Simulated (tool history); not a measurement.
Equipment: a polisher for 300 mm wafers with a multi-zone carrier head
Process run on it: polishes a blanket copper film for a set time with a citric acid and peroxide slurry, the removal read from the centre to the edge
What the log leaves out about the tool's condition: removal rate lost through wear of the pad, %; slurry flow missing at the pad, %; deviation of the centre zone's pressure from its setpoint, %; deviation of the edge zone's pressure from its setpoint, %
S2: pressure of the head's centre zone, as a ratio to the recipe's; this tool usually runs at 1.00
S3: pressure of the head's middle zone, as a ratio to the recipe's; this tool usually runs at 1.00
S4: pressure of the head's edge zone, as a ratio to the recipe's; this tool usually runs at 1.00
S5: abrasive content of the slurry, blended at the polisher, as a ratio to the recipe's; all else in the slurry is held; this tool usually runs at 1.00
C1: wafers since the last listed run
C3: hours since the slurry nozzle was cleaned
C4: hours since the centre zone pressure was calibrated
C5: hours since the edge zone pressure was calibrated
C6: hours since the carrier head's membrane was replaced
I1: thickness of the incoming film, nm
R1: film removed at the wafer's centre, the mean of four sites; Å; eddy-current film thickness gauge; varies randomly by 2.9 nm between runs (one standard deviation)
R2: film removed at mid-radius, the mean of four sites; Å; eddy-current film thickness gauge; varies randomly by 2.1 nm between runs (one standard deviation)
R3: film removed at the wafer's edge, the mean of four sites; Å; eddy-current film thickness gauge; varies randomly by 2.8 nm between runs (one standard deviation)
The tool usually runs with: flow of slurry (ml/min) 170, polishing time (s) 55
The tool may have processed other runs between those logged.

{"run": 1, "hour": 0.0, "flow of slurry (ml/min)": 170, "S2": 0.93, "S3": 1.0, "S4": 1.0, "S5": 1.0, "polishing time (s)": 55, "C1": 0, "wafers polished on this pad": 872, "C3": 245.5, "C4": 168.1, "C5": 1156.9, "C6": 539.7, "I1": 1116.7, "R1": 1803, "R2": 1927, "R3": 1881}
{"run": 2, "hour": 20.7, "flow of slurry (ml/min)": 170, "S2": 0.93, "S3": 1.0, "S4": 1.0, "S5": 1.0, "polishing time (s)": 55, "C1": 122, "wafers polished on this pad": 994, "C3": 266.2, "C4": 188.8, "C5": 1177.6, "C6": 560.4, "I1": 1134.9, "R1": 1850, "R2": 1928, "R3": 1945}
{"run": 3, "hour": 39.5, "flow of slurry (ml/min)": 170, "S2": 1.0, "S3": 1.05, "S4": 1.0, "S5": 1.0, "polishing time (s)": 55, "C1": 110, "wafers polished on this pad": 1104, "C3": 285.0, "C4": 207.6, "C5": 1196.4, "C6": 579.2, "I1": 1114.3, "R1": 1916, "R2": 1977, "R3": 1908}
{"run": 4, "hour": 55.8, "flow of slurry (ml/min)": 170, "S2": 1.0, "S3": 1.0, "S4": 1.07, "S5": 1.0, "polishing time (s)": 55, "C1": 96, "wafers polished on this pad": 1201, "C3": 301.3, "C4": 223.9, "C5": 1212.7, "C6": 595.5, "I1": 1116.4, "R1": 1909, "R2": 1869, "R3": 1926}
{"run": 5, "hour": 74.3, "flow of slurry (ml/min)": 170, "S2": 1.0, "S3": 1.0, "S4": 1.0, "S5": 1.0, "polishing time (s)": 55, "C1": 109, "wafers polished on this pad": 1310, "C3": 319.8, "C4": 242.4, "C5": 1231.2, "C6": 614.0, "I1": 1110.3, "R1": 1845, "R2": 1860, "R3": 1879}
{"run": 6, "hour": 105.7, "flow of slurry (ml/min)": 170, "S2": 1.03, "S3": 0.95, "S4": 1.0, "S5": 0.85, "polishing time (s)": 55, "C1": 185, "wafers polished on this pad": 1495, "C3": 351.2, "C4": 273.8, "C5": 1262.6, "C6": 645.4, "I1": 1105.7, "R1": 1885, "R2": 1748, "R3": 1806}
{"hour": 116.4, "done": "worn pad replaced by a new one"}
{"run": 7, "hour": 124.5, "flow of slurry (ml/min)": 170, "S2": 1.0, "S3": 1.0, "S4": 1.0, "S5": 1.0, "polishing time (s)": 55, "C1": 87, "wafers polished on this pad": 47, "C3": 370.0, "C4": 292.6, "C5": 1281.4, "C6": 664.2, "I1": 1101.1, "R1": 2024, "R2": 1981, "R3": 2029}
{"hour": 135.0, "done": "slurry nozzle cleaned"}
{"hour": 141.8, "done": "edge zone pressure recalibrated"}
{"run": 8, "hour": 155.1, "flow of slurry (ml/min)": 170, "S2": 0.97, "S3": 0.96, "S4": 1.0, "S5": 0.7, "polishing time (s)": 55, "C1": 162, "wafers polished on this pad": 210, "C3": 20.1, "C4": 323.2, "C5": 13.3, "C6": 694.8, "I1": 1138.0, "R1": 1790, "R2": 1820, "R3": 1927}
{"hour": 173.7, "done": "centre zone pressure recalibrated"}
{"hour": 174.6, "done": "carrier head's membrane replaced by a new one"}
{"run": 9, "hour": 175.1, "flow of slurry (ml/min)": 170, "S2": 1.0, "S3": 1.0, "S4": 1.0, "S5": 1.0, "polishing time (s)": 73, "C1": 100, "wafers polished on this pad": 311, "C3": 40.1, "C4": 1.4, "C5": 33.3, "C6": 0.5, "I1": 1126.8, "R1": 2658, "R2": 2583, "R3": 2646}
{"run": 10, "hour": 190.2, "flow of slurry (ml/min)": 170, "S2": 0.96, "S3": 0.95, "S4": 1.0, "S5": 1.0, "polishing time (s)": 55, "C1": 89, "wafers polished on this pad": 400, "C3": 55.2, "C4": 16.5, "C5": 48.4, "C6": 15.6, "I1": 1119.8, "R1": 1908, "R2": 1866, "R3": 1992}
{"run": 11, "hour": 217.1, "flow of slurry (ml/min)": 170, "S2": 1.0, "S3": 1.0, "S4": 1.07, "S5": 0.85, "polishing time (s)": 55, "C1": 158, "wafers polished on this pad": 558, "C3": 82.1, "C4": 43.4, "C5": 75.3, "C6": 42.5, "I1": 1121.1, "R1": 1915, "R2": 1882, "R3": 1945}
{"run": 12, "hour": 240.7, "flow of slurry (ml/min)": 170, "S2": 1.0, "S3": 1.0, "S4": 1.0, "S5": 1.0, "polishing time (s)": 55, "C1": 139, "wafers polished on this pad": 698, "C3": 105.7, "C4": 67.0, "C5": 98.9, "C6": 66.1, "I1": 1119.4, "R1": 1918, "R2": 1946, "R3": 1958}
{"run": 13, "hour": 254.9, "flow of slurry (ml/min)": 170, "S2": 1.0, "S3": 1.0, "S4": 1.0, "S5": 1.0, "polishing time (s)": 55, "C1": 83, "wafers polished on this pad": 781, "C3": 119.9, "C4": 81.2, "C5": 113.1, "C6": 80.3, "I1": 1136.1, "R1": 1921, "R2": 1933, "R3": 1929}
{"run": 14, "hour": 284.4, "flow of slurry (ml/min)": 115, "S2": 1.06, "S3": 1.05, "S4": 1.0, "S5": 1.0, "polishing time (s)": 69, "C1": 173, "wafers polished on this pad": 955, "C3": 149.4, "C4": 110.7, "C5": 142.6, "C6": 109.8, "I1": 1106.1, "R1": 2307, "R2": 2257, "R3": 2264}
{"run": 15, "hour": 302.2, "flow of slurry (ml/min)": 170, "S2": 1.0, "S3": 1.0, "S4": 1.0, "S5": 1.0, "polishing time (s)": 55, "C1": 104, "wafers polished on this pad": 1060, "C3": 167.2, "C4": 128.5, "C5": 160.4, "C6": 127.6, "I1": 1121.0, "R1": 1874, "R2": 1932, "R3": 1926}
{"run": 16, "hour": 316.3, "flow of slurry (ml/min)": 170, "S2": 1.0, "S3": 1.0, "S4": 1.06, "S5": 0.7, "polishing time (s)": 55, "C1": 83, "wafers polished on this pad": 1143, "C3": 181.3, "C4": 142.6, "C5": 174.5, "C6": 141.7, "I1": 1130.8, "R1": 1795, "R2": 1780, "R3": 1811}
{"hour": 327.8, "done": "worn pad replaced by a new one"}
{"run": 17, "hour": 328.3, "flow of slurry (ml/min)": 170, "S2": 1.0, "S3": 1.1, "S4": 1.1, "S5": 1.0, "polishing time (s)": 55, "C1": 47, "wafers polished on this pad": 2, "C3": 193.3, "C4": 154.6, "C5": 186.5, "C6": 153.7, "I1": 1110.3, "R1": 2063, "R2": 2180, "R3": 2148}
{"run": 18, "hour": 340.6, "flow of slurry (ml/min)": 130, "S2": 1.0, "S3": 1.0, "S4": 1.0, "S5": 0.9, "polishing time (s)": 55, "C1": 72, "wafers polished on this pad": 75, "C3": 205.6, "C4": 166.9, "C5": 198.8, "C6": 166.0, "I1": 1109.1, "R1": 1882, "R2": 1861, "R3": 1900}
{"run": 19, "hour": 362.6, "flow of slurry (ml/min)": 170, "S2": 1.0, "S3": 1.05, "S4": 0.95, "S5": 1.0, "polishing time (s)": 55, "C1": 129, "wafers polished on this pad": 204, "C3": 227.6, "C4": 188.9, "C5": 220.8, "C6": 188.0, "I1": 1109.8, "R1": 2023, "R2": 2100, "R3": 1941}
{"run": 20, "hour": 408.5, "flow of slurry (ml/min)": 170, "S2": 1.0, "S3": 1.0, "S4": 1.08, "S5": 1.0, "polishing time (s)": 46, "C1": 270, "wafers polished on this pad": 475, "C3": 273.5, "C4": 234.8, "C5": 266.7, "C6": 233.9, "I1": 1123.0, "R1": 1610, "R2": 1634, "R3": 1683}
{"run": 21, "hour": 432.4, "flow of slurry (ml/min)": 170, "S2": 1.0, "S3": 1.0, "S4": 1.0, "S5": 1.0, "polishing time (s)": 55, "C1": 140, "wafers polished on this pad": 616, "C3": 297.4, "C4": 258.7, "C5": 290.6, "C6": 257.8, "I1": 1129.8, "R1": 1999, "R2": 1918, "R3": 1915}

Here are 4 independent what-if runs from the current tool condition. What would each one return?
{"run": "A", "hour": 432.8, "flow of slurry (ml/min)": 170, "S2": 1.0, "S3": 1.0, "S4": 1.0, "S5": 1.0, "polishing time (s)": 55, "C1": 2, "wafers polished on this pad": 618, "C3": 297.8, "C4": 259.1, "C5": 291.0, "C6": 258.2, "I1": 1119.0, "R1": "?", "R2": "?", "R3": "?"}
{"run": "B", "hour": 432.8, "flow of slurry (ml/min)": 200, "S2": 1.11, "S3": 1.0, "S4": 1.0, "S5": 1.0, "polishing time (s)": 55, "C1": 2, "wafers polished on this pad": 618, "C3": 297.8, "C4": 259.1, "C5": 291.0, "C6": 258.2, "I1": 1119.0, "R1": "?", "R2": "?", "R3": "?"}
{"run": "C", "hour": 432.8, "flow of slurry (ml/min)": 210, "S2": 0.89, "S3": 1.0, "S4": 1.0, "S5": 1.0, "polishing time (s)": 45, "C1": 2, "wafers polished on this pad": 618, "C3": 297.8, "C4": 259.1, "C5": 291.0, "C6": 258.2, "I1": 1119.0, "R1": "?", "R2": "?", "R3": "?"}
{"run": "D", "hour": 432.8, "flow of slurry (ml/min)": 225, "S2": 1.0, "S3": 1.0, "S4": 1.0, "S5": 1.0, "polishing time (s)": 55, "C1": 2, "wafers polished on this pad": 618, "C3": 297.8, "C4": 259.1, "C5": 291.0, "C6": 258.2, "I1": 1119.0, "R1": "?", "R2": "?", "R3": "?"}

run=A R1=2027 R2=1941 R3=1967
run=B R1=2322 R2=1994 R3=2008
run=C R1=1533 R2=1645 R3=1652
run=D R1=2131 R2=2029 R3=2033
Without the tool's hidden state the same runs would have given:
run=A R1=2107 R2=2017 R3=2045
run=B R1=2414 R2=2072 R3=2087
run=C R1=1594 R2=1710 R3=1717
run=D R1=2215 R2=2109 R3=2113

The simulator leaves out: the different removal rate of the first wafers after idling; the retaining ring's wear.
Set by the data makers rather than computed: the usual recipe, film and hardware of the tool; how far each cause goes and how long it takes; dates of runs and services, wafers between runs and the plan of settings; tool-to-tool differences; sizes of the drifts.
